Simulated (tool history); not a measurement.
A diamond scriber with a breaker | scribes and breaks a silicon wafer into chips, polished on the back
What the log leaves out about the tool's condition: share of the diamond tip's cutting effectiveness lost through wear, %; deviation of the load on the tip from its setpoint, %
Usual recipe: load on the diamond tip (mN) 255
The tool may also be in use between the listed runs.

| run | hour | load on the diamond tip (mN) | wafers since the last listed run | hours since the diamond tip was replaced | hours since the load on the tip was calibrated | incoming depth of the damage left on the back of the incoming wafer, um | depth of the median crack under the scribed line (nm) | chips rejected at inspection after the break (%) |
|---|---|---|---|---|---|---|---|---|
| 1 | 0.0 | 302 | 0 | 460.2 | 1000.6 | 0.05 | 15460 | 2.21 |
| 2 | 70.4 | 302 | 112 | 530.6 | 1071.0 | 0.02 | 15560 | 2.11 |
| 3 | 96.5 | 292 | 41 | 556.7 | 1097.1 | 0.01 | 15330 | 1.72 |
| 4 | 152.8 | 255 | 90 | 613.0 | 1153.4 | 0.02 | 13570 | 2.34 |
| 5 | 264.5 | 255 | 178 | 724.7 | 1265.1 | 0.05 | 13400 | 2.31 |
|  | 275.1 | diamond tip replaced by a new one |
| 6 | 307.1 | 255 | 64 | 32.0 | 1307.7 | 0.05 | 13660 | 2.37 |
| 7 | 370.0 | 214 | 100 | 94.9 | 1370.6 | 0.04 | 11880 | 6.72 |
| 8 | 576.4 | 214 | 329 | 301.3 | 1577.0 | 0.03 | 11740 | 6.74 |
| 9 | 605.4 | 310 | 46 | 330.3 | 1606.0 | 0.02 | 15250 | 1.88 |
| 10 | 631.1 | 310 | 41 | 356.0 | 1631.7 | 0.02 | 15380 | 1.89 |
| 11 | 656.6 | 255 | 40 | 381.5 | 1657.2 | 0.04 | 13030 | 2.79 |
| 12 | 694.9 | 187 | 61 | 419.8 | 1695.5 | 0.02 | 10370 | 12.38 |
| 13 | 758.0 | 231 | 100 | 482.9 | 1758.6 | 0.04 | 12190 | 4.67 |
| 14 | 829.7 | 322 | 114 | 554.6 | 1830.3 | 0.04 | 15270 | 1.92 |
| 15 | 857.4 | 325 | 44 | 582.3 | 1858.0 | 0.03 | 15840 | 2.13 |
|  | 877.9 | diamond tip replaced by a new one |
| 16 | 882.0 | 255 | 36 | 4.1 | 1882.6 | 0.02 | 12730 | 3.10 |
|  | 890.7 | load on the tip recalibrated |
| 17 | 933.1 | 293 | 78 | 55.2 | 42.4 | 0.03 | 16140 | 3.38 |
| 18 | 1001.4 | 191 | 109 | 123.5 | 110.7 | 0.03 | 11890 | 7.44 |
| 19 | 1048.4 | 255 | 75 | 170.5 | 157.7 | 0.03 | 14500 | 1.78 |
| 20 | 1089.4 | 255 | 65 | 211.5 | 198.7 | 0.01 | 14520 | 1.92 |
| 21 | 1157.1 | 315 | 108 | 279.2 | 266.4 | 0.02 | 16840 | 3.85 |

Across each entry between runs, compare the hidden state at the last listed run before it with the hidden state at the first listed run after it:
From run 5 to run 6: diamond tip replaced by a new one (hour 275.1)
  deviation of the load on the tip from its setpoint, %: -9.35 -> -9.74
  measured value less the no-hidden-state value, depth of the median crack under the scribed line (nm): -1000 -> -1070; chips rejected at inspection after the break (%): +0.56 -> +0.62
From run 15 to run 16: diamond tip replaced by a new one (hour 877.9)
  deviation of the load on the tip from its setpoint, %: -14.8 -> -15
  measured value less the no-hidden-state value, depth of the median crack under the scribed line (nm): -1970 -> -1610; chips rejected at inspection after the break (%): -2.94 -> +1.45
From run 16 to run 17: load on the tip recalibrated (hour 890.7)
  deviation of the load on the tip from its setpoint, %: -15 -> 0.963
  measured value less the no-hidden-state value, depth of the median crack under the scribed line (nm): -1610 -> +110; chips rejected at inspection after the break (%): +1.45 -> +0.18

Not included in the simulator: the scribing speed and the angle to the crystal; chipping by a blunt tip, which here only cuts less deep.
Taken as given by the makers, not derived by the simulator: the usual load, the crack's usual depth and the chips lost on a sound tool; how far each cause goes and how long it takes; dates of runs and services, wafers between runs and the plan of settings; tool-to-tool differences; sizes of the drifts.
